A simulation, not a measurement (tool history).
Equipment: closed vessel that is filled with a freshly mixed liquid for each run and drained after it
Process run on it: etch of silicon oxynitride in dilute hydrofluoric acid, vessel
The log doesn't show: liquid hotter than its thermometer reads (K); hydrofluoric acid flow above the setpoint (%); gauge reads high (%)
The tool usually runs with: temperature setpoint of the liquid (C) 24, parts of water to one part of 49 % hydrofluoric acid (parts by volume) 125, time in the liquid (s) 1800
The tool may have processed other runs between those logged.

| run | hour | temperature setpoint of the liquid (C) | parts of water to one part of 49 % hydrofluoric acid (parts by volume) | time in the liquid (s) | wafers since the last listed run | hours since the thermometer was replaced | hours since the hydrofluoric acid flow meter was replaced | hours since the gauge calibration | read-back film thickness of the silicon oxynitride reference wafer, read on the same gauge (nm) | thickness taken off the silicon oxynitride on a monitor wafer (angstrom) |
|---|---|---|---|---|---|---|---|---|---|---|
| 1 | 0 | 24 | 125 | 1800 | 0 | 2377.5 | 1173.7 | 229.8 | 60 | 601.9 |
| 2 | 7.3 | 24 | 125 | 1800 | 269 | 2384.8 | 1181 | 237.1 | 60.01 | 604.2 |
| 3 | 23.7 | 24 | 125 | 1415 | 604 | 2401.2 | 1197.4 | 253.5 | 59.99 | 475.3 |
| 4 | 31 | 24 | 125 | 1415 | 269 | 2408.5 | 1204.7 | 260.8 | 60.01 | 474.7 |
| 5 | 40.4 | 24 | 125 | 1800 | 346 | 2417.9 | 1214.1 | 270.2 | 60.02 | 607.8 |
|  | 45.6 | gauge calibrated |
| 6 | 49.1 | 24 | 125 | 2280 | 320 | 2426.6 | 1222.8 | 3.5 | 60.02 | 768.8 |
| 7 | 59.8 | 24 | 125 | 2280 | 394 | 2437.3 | 1233.5 | 14.2 | 60 | 766.8 |
| 8 | 75.3 | 24 | 125 | 1800 | 571 | 2452.8 | 1249 | 29.7 | 60.01 | 614.2 |
|  | 81.2 | thermometer replaced |
| 9 | 89.8 | 24 | 125 | 1800 | 497 | 8.6 | 1263.5 | 44.2 | 60 | 562.9 |
|  | 93.4 | hydrofluoric acid flow meter replaced |
| 10 | 101.2 | 24 | 125 | 1800 | 383 | 20 | 7.8 | 55.6 | 60.02 | 486.4 |
| 11 | 109.7 | 24 | 125 | 1800 | 313 | 28.5 | 16.3 | 64.1 | 60.02 | 477.3 |
| 12 | 124.4 | 24 | 125 | 1800 | 542 | 43.2 | 31 | 78.8 | 59.99 | 481.8 |
| 13 | 139.4 | 24 | 125 | 1800 | 553 | 58.2 | 46 | 93.8 | 59.97 | 482.6 |
| 14 | 146.9 | 28.5 | 70 | 2630 | 276 | 65.7 | 53.5 | 101.3 | 60.03 | 1633.6 |
| 15 | 164.5 | 20 | 180 | 1055 | 649 | 83.3 | 71.1 | 118.9 | 59.99 | 158.2 |
| 16 | 202.4 | 24 | 170 | 1800 | 1397 | 121.2 | 109 | 156.8 | 60.01 | 342.9 |
| 17 | 217.3 | 24 | 150 | 2800 | 549 | 136.1 | 123.9 | 171.7 | 59.99 | 622.4 |
| 18 | 223.7 | 24 | 125 | 1800 | 236 | 142.5 | 130.3 | 178.1 | 60 | 486.9 |
| 19 | 239.8 | 24 | 150 | 2135 | 593 | 158.6 | 146.4 | 194.2 | 60.04 | 474.6 |
| 20 | 254.5 | 24 | 125 | 1800 | 542 | 173.3 | 161.1 | 208.9 | 60 | 493 |
| 21 | 261.8 | 21 | 125 | 985 | 269 | 180.6 | 168.4 | 216.2 | 60 | 234 |
| 22 | 270.7 | 24 | 125 | 1800 | 328 | 189.5 | 177.3 | 225.1 | 59.96 | 493.6 |
| 23 | 286.2 | 27 | 80 | 1300 | 571 | 205 | 192.8 | 240.6 | 60.01 | 661.7 |
| 24 | 297.1 | 22.5 | 145 | 2310 | 402 | 215.9 | 203.7 | 251.5 | 60.01 | 503.3 |
| 25 | 317.9 | 24 | 125 | 1190 | 767 | 236.7 | 224.5 | 272.3 | 60 | 329.5 |
| 26 | 324.6 | 24 | 145 | 1050 | 247 | 243.4 | 231.2 | 279 | 59.99 | 245.5 |
| 27 | 332.6 | 27 | 150 | 1800 | 295 | 251.4 | 239.2 | 287 | 59.99 | 465 |
| 28 | 348.5 | 24 | 125 | 1800 | 586 | 267.3 | 255.1 | 302.9 | 59.97 | 499.6 |
|  | 355.5 | gauge calibrated |
| 29 | 356.6 | 24 | 125 | 1800 | 298 | 275.4 | 263.2 | 1.1 | 59.99 | 500.8 |
| 30 | 364.5 | 22.5 | 110 | 2525 | 291 | 283.3 | 271.1 | 9 | 60.01 | 751.1 |
| 31 | 374 | 19 | 125 | 1800 | 350 | 292.8 | 280.6 | 18.5 | 60.03 | 394.8 |
| 32 | 387.6 | 27 | 175 | 2865 | 501 | 306.4 | 294.2 | 32.1 | 60.02 | 626.9 |

A few steps of thickness taken off the silicon oxynitride on a monitor wafer (angstrom) between consecutive runs. Split each: what settings, incoming material and random variation would produce without the hidden state, and what is left over for the hidden state, along with gauge scatter present in only one of the two compared results (measured, and without hidden state):
Run 8 -> 9: thermometer replaced. thickness taken off the silicon oxynitride on a monitor wafer (angstrom) -51.3: hidden state -49.2, all else -2.1.
Run 9 -> 10: hydrofluoric acid flow meter replaced. thickness taken off the silicon oxynitride on a monitor wafer (angstrom) -76.5: hidden state -80, all else +3.5.
Run 13 -> 14: temperature setpoint of the liquid (C) 24 -> 28.5, parts of water to one part of 49 % hydrofluoric acid (parts by volume) 125 -> 70, time in the liquid (s) 1800 -> 2630. thickness taken off the silicon oxynitride on a monitor wafer (angstrom) +1151: hidden state +35.2, all else +1115.8.
Run 14 -> 15: temperature setpoint of the liquid (C) 28.5 -> 20, parts of water to one part of 49 % hydrofluoric acid (parts by volume) 70 -> 180, time in the liquid (s) 2630 -> 1055. thickness taken off the silicon oxynitride on a monitor wafer (angstrom) -1475.4: hidden state -44, all else -1431.4.
Run 30 -> 31: temperature setpoint of the liquid (C) 22.5 -> 19, parts of water to one part of 49 % hydrofluoric acid (parts by volume) 110 -> 125, time in the liquid (s) 2525 -> 1800. thickness taken off the silicon oxynitride on a monitor wafer (angstrom) -356.3: hidden state -20.8, all else -335.5.
